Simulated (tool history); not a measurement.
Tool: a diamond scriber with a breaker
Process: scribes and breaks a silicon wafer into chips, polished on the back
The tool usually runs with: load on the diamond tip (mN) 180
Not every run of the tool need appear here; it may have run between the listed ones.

run,day,load on the diamond tip (mN),"incoming depth of the damage left on the back of the incoming wafer, um",depth of the median crack under the scribed line (µm),chips rejected at inspection after the break (%)
1,0,180,0.03,9.19,14.16
2,0.35,180,0.05,9.04,14.79
3,1.004,180,0.03,8.89,16.8
4,1.683,180,0.04,8.99,17.43
5,2.367,180,0.03,8.88,19.6
# day 2.912: diamond tip replaced by a new one
6,2.933,141,0.04,8.97,19.19
7,3.2,141,0.04,8.87,19.71
8,5.05,168,0.05,10.44,3.73
9,5.412,224,0.04,13.25,7.93
10,6.129,153,0.04,9.51,9.85
11,6.671,214,0.02,12.73,5.62
# day 6.917: load on the tip recalibrated
12,7.158,162,0.03,9.95,6.3
13,7.475,180,0.03,10.97,1.65
14,8.171,229,0.04,13.36,9.64
15,8.517,158,0.03,9.78,8.1
16,8.85,128,0.04,8.07,33.98

Each row is a separate what-if for the run after 16, all from the same tool condition, not one after another. Results?
A,8.879,180,0.05,?,?
B,8.879,222,0.05,?,?
C,8.879,143,0.05,?,?

run,depth of the median crack under the scribed line (µm),chips rejected at inspection after the break (%)
A,10.78,1.79
B,12.84,7.48
C,8.78,18.68
Without the tool's unlogged condition, the same runs would have read:
run,depth of the median crack under the scribed line (µm),chips rejected at inspection after the break (%)
A,11.17,1.37
B,13.31,10.9
C,9.1,14.2
